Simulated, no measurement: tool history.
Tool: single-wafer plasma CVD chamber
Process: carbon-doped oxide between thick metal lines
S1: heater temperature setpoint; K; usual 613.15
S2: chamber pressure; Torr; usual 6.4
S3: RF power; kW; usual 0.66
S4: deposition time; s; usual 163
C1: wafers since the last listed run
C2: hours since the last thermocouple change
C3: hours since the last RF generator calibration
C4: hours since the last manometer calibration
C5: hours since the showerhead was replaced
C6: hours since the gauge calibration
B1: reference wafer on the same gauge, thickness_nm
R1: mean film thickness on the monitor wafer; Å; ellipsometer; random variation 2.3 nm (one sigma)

Run 1, hour 0: usual settings; C1 0; C2 2813.7; C3 927.7; C4 2870.9; C5 5798.1; C6 36.2; B1 1104.279. Result: R1 9206.09 Å.
Run 2, hour 14.7: usual settings; C1 161; C2 2828.4; C3 942.4; C4 2885.6; C5 5812.8; C6 50.9; B1 1104.571. Result: R1 9210.54 Å.
Run 3, hour 25.3: usual settings but S1 606.15 K, S3 0.63 kW; C1 116; C2 2839; C3 953; C4 2896.2; C5 5823.4; C6 61.5; B1 1103.175. Result: R1 9027.26 Å.
Run 4, hour 43.2: usual settings but S1 606.15 K, S3 0.63 kW; C1 197; C2 2856.9; C3 970.9; C4 2914.1; C5 5841.3; C6 79.4; B1 1103.873. Result: R1 9009.91 Å.
Run 5, hour 49.2: usual settings but S2 5.88 Torr; C1 66; C2 2862.9; C3 976.9; C4 2920.1; C5 5847.3; C6 85.4; B1 1104.158. Result: R1 9084.78 Å.
At hour 66.7: gauge calibrated.
At hour 68.3: showerhead replaced.
At hour 72.2: RF generator calibrated.
At hour 77.4: capacitance manometer re-zeroed and calibrated.
Run 6, hour 77.9: usual settings but S1 621.15 K; C1 127; C2 2891.6; C3 5.7; C4 0.5; C5 9.6; C6 11.2; B1 1104.273. Result: R1 9741.38 Å.
Run 7, hour 78.3: usual settings but S1 621.15 K; C1 4; C2 2892; C3 6.1; C4 0.9; C5 10; C6 11.6; B1 1104.13. Result: R1 9726.67 Å.
Run 8, hour 93.2: usual settings but S1 600.15 K, S2 6.91 Torr, S3 0.755 kW, S4 138 s; C1 164; C2 2906.9; C3 21; C4 15.8; C5 24.9; C6 26.5; B1 1104.489. Result: R1 9922.97 Å.
Run 9, hour 104.8: usual settings; C1 127; C2 2918.5; C3 32.6; C4 27.4; C5 36.5; C6 38.1; B1 1103.931. Result: R1 9859.32 Å.
At hour 116.1: thermocouple changed; heater temperature recalibrated.
Run 10, hour 116.6: usual settings but S1 608.15 K, S2 7.48 Torr, S3 0.715 kW, S4 192 s; C1 41; C2 0.5; C3 44.4; C4 39.2; C5 48.3; C6 49.9; B1 1103.933. Result: R1 12807.7 Å.
Run 11, hour 128.5: usual settings but S3 0.575 kW, S4 173 s; C1 131; C2 12.4; C3 56.3; C4 51.1; C5 60.2; C6 61.8; B1 1104.411. Result: R1 9156.21 Å.
Run 12, hour 136.5: usual settings but S2 5.34 Torr, S3 0.62 kW; C1 88; C2 20.4; C3 64.3; C4 59.1; C5 68.2; C6 69.8; B1 1104.292. Result: R1 9018.49 Å.
Run 13, hour 150.5: usual settings but S4 192 s; C1 154; C2 34.4; C3 78.3; C4 73.1; C5 82.2; C6 83.8; B1 1103.241. Result: R1 11572.7 Å.
At hour 154.4: gauge calibrated.
Run 14, hour 160.4: usual settings but S2 5.46 Torr, S3 0.735 kW, S4 149 s; C1 108; C2 44.3; C3 88.2; C4 83; C5 92.1; C6 6; B1 1103.922. Result: R1 9545.92 Å.

The same runs without the tool's hidden state, with the same run-to-run variation:
The hidden state here: wafer temperature above the value expected at the setpoint (K); delivered RF power above the setpoint (%); true pressure above the setpoint (%); gauge reads high (%).
run        R1
  1   9953.39
  2   9960.91
  3   9771.07
  4   9755.39
  5   9830.76
  6   9754.78
  7   9740.85
  8   9965.11
  9   9924.86
 10  12921.22
 11   9263.61
 12   9134.25
 13  11747.28
 14   9704.27
